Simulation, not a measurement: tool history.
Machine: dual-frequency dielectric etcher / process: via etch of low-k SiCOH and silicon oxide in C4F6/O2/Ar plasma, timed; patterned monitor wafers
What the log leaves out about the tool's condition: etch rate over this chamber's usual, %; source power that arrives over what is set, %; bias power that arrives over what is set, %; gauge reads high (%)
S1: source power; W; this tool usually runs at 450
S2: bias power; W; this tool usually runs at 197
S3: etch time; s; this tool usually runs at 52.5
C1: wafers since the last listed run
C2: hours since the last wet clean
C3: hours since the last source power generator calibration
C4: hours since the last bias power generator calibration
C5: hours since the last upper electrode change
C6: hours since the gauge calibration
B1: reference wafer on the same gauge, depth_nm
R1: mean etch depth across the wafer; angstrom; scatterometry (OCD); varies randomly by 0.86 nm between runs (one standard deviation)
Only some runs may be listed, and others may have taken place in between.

run    hour   S1   S2    S3    C1     C2      C3      C4      C5      C6     B1    R1
  1       0  450  197  52.5     0    497  1329.6  2171.1  2845.5   293.6    128  1524
       45.2  -- wet clean of the chamber
  2    79.9  450  197  52.5   766   34.7  1409.5    2251  2925.4   373.5    128  1434
  3   166.1  450  197  52.5  1182  120.9  1495.7  2337.2  3011.6   459.7    128  1460
  4   243.9  490  215  52.5  1066  198.7  1573.5    2415  3089.4   537.5    128  1589
  5   307.2  490  215  52.5   867    262  1636.8  2478.3  3152.7   600.8  128.1  1595
  6   349.3  450  197  52.5   577  304.1  1678.9  2520.4  3194.8   642.9  127.9  1473
  7   449.1  450  197  48.5  1368  403.9  1778.7  2620.2  3294.6   742.7    128  1371
      612.3  -- upper electrode replaced
      615.8  -- wet clean of the chamber
  8   667.7  450  197  52.5  2621   51.9  1997.3  2838.8    55.4   961.3  127.9  1457
  9   710.9  520  184  44.5   592   95.1  2040.5    2882    98.6  1004.5  128.1  1318
 10     804  520  197  52.5  1276  188.2  2133.6  2975.1   191.7  1097.6  127.8  1606
 11   845.5  490  197  52.5   569  229.7  2175.1  3016.6   233.2  1139.1    128  1543
      856.2  -- gauge calibrated
        867  -- bias power generator calibrated
 12   885.4  390  197  52.5   492  269.6    2215    18.4   273.1    29.2    128  1347
        954  -- source power generator calibrated
 13   978.6  510  217    64  1223  362.8    24.6   111.6   366.3   122.4  128.1  2037
 14  1057.6  450  231  52.5  1083  441.8   103.6   190.6   445.3   201.4  128.2  1565
     1101.6  -- wet clean of the chamber
 15  1120.7  400  197  52.5   536   19.1   166.7   253.7   508.4   264.5    128  1348
 16  1194.2  450  197  48.5  1007   92.6   240.2   327.2   581.9     338    128  1351

Some steps in R1, run to run, broken into two amounts with sign: the step expected even without the hidden condition (settings, incoming material, random variation), and the rest, left for the hidden condition together with whatever gauge scatter is not in both the measured and the hidden-condition-free result:
Run 1 -> 2: wet clean of the chamber. R1 -90 angstrom: hidden state -77, all else -13.
Run 12 -> 13: S1 390 -> 510, S2 197 -> 217, S3 52.5 -> 64, source power generator calibrated. R1 +690 angstrom: hidden state +36, all else +654.

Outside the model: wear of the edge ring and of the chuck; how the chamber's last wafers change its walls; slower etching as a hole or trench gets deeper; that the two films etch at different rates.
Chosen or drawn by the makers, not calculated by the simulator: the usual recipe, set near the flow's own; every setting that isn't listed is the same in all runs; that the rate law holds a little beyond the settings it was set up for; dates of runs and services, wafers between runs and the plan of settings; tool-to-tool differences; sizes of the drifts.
